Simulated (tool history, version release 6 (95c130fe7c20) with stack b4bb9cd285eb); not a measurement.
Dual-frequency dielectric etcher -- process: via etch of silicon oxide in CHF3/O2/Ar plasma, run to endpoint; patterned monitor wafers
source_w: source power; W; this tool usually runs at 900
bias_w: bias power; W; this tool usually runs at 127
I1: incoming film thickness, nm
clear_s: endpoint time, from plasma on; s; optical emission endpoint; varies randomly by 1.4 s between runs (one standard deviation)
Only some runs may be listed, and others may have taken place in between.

Run 1, hour 0: usual settings but bias_w 152 W; I1 832. Result: clear_s 445 s.
Run 2, hour 24.3: usual settings but bias_w 152 W; I1 821.8. Result: clear_s 438 s.
Run 3, hour 48.4: usual settings but source_w 800 W; I1 828.6. Result: clear_s 484.7 s.
Run 4, hour 72.1: usual settings but source_w 800 W; I1 830.6. Result: clear_s 489.8 s.
Run 5, hour 88.2: usual settings but bias_w 119 W; I1 821.5. Result: clear_s 461.4 s.
Run 6, hour 106.4: usual settings but bias_w 119 W; I1 826.9. Result: clear_s 469.4 s.
Run 7, hour 139.2: usual settings; I1 828.8. Result: clear_s 463.3 s.
Run 8, hour 161: usual settings; I1 837.3. Result: clear_s 471.8 s.
Run 9, hour 193.4: usual settings but bias_w 139 W; I1 823.1. Result: clear_s 452.5 s.
Run 10, hour 265.2: usual settings but bias_w 139 W; I1 815. Result: clear_s 446.9 s.
At hour 294.2: wet clean of the chamber.
Run 11, hour 294.7: usual settings; I1 829.3. Result: clear_s 457 s.
Run 12, hour 318.4: usual settings; I1 832.4. Result: clear_s 460.7 s.
Run 13, hour 348.9: usual settings but source_w 1000 W, bias_w 142 W; I1 825.1. Result: clear_s 430.4 s.
Run 14, hour 369.4: usual settings but source_w 1000 W, bias_w 142 W; I1 824.6. Result: clear_s 429.9 s.
At hour 390.4: source power generator calibrated.
At hour 416.5: upper electrode replaced.
Run 15, hour 417: usual settings; I1 824.3. Result: clear_s 460.4 s.
Run 16, hour 417.4: usual settings but source_w 810 W, bias_w 100 W; I1 827.3. Result: clear_s 505.3 s.
Run 17, hour 440.4: usual settings but source_w 830 W, bias_w 141 W; I1 819.6. Result: clear_s 463 s.
Run 18, hour 458.3: usual settings but source_w 1080 W, bias_w 107 W; I1 818.2. Result: clear_s 438.9 s.
Run 19, hour 475.1: usual settings but source_w 680 W, bias_w 147 W; I1 829.1. Result: clear_s 505.7 s.
Run 20, hour 500.9: usual settings but source_w 1100 W, bias_w 102 W; I1 826.7. Result: clear_s 443.4 s.
Run 21, hour 528.1: usual settings but source_w 830 W, bias_w 104 W; I1 831.5. Result: clear_s 500 s.
Run 22, hour 544.2: usual settings but source_w 720 W, bias_w 97 W; I1 832.5. Result: clear_s 540.9 s.
Run 23, hour 565.5: usual settings but source_w 840 W, bias_w 142 W; I1 826.1. Result: clear_s 465.2 s.
Run 24, hour 587.4: usual settings but source_w 980 W, bias_w 144 W; I1 829.8. Result: clear_s 438.8 s.
Run 25, hour 612: usual settings but source_w 700 W, bias_w 156 W; I1 836.2. Result: clear_s 500.5 s.
At hour 633.1: bias power generator calibrated.
Run 26, hour 633.6: usual settings but bias_w 152 W; I1 816.5. Result: clear_s 441.9 s.
At hour 670.5: wet clean of the chamber.
Run 27, hour 671: usual settings; I1 820.7. Result: clear_s 455.1 s.
Run 28, hour 671.5: usual settings but source_w 1100 W, bias_w 153 W; I1 834.1. Result: clear_s 409.3 s.
Run 29, hour 761.7: usual settings; I1 830.8. Result: clear_s 463.2 s.
Run 30, hour 790.7: usual settings but source_w 820 W; I1 827.7. Result: clear_s 479.1 s.
Run 31, hour 815.7: usual settings; I1 828. Result: clear_s 464.6 s.
Run 32, hour 866.4: usual settings but source_w 1080 W, bias_w 144 W; I1 827.3. Result: clear_s 417.5 s.
Run 33, hour 881.4: usual settings but source_w 810 W, bias_w 104 W; I1 828.6. Result: clear_s 506.4 s.
Run 34, hour 907.4: usual settings but source_w 980 W, bias_w 117 W; I1 836.9. Result: clear_s 460.1 s.
Run 35, hour 922.4: usual settings but source_w 1100 W, bias_w 103 W; I1 829.9. Result: clear_s 445.6 s.
Run 36, hour 955.7: usual settings but bias_w 104 W; I1 822.1. Result: clear_s 478.6 s.

Below, some changes in clear_s between adjacent runs. For each, the amount present without the hidden state too (settings, incoming material, random variation) and the amount remaining for the hidden state with gauge scatter not shared by both compared results:
What the log doesn't record here: etch rate over this chamber's usual, %; source power that arrives over what is set, %; bias power that arrives over what is set, %.
Run 10 -> 11: bias_w 139 -> 127, wet clean of the chamber. clear_s +10.1 s: hidden state -5.4, all else +15.5.
Run 18 -> 19: source_w 1080 -> 680, bias_w 107 -> 147. clear_s +66.8 s: hidden state +0.9, all else +65.9.
Run 22 -> 23: source_w 720 -> 840, bias_w 97 -> 142. clear_s -75.7 s: hidden state -0.5, all else -75.2.
Run 26 -> 27: bias_w 152 -> 127, wet clean of the chamber. clear_s +13.2 s: hidden state -5.8, all else +19.
Run 28 -> 29: source_w 1100 -> 900, bias_w 153 -> 127. clear_s +53.9 s: hidden state +1.6, all else +52.3.
Run 32 -> 33: source_w 1080 -> 810, bias_w 144 -> 104. clear_s +88.9 s: hidden state +1, all else +87.9.
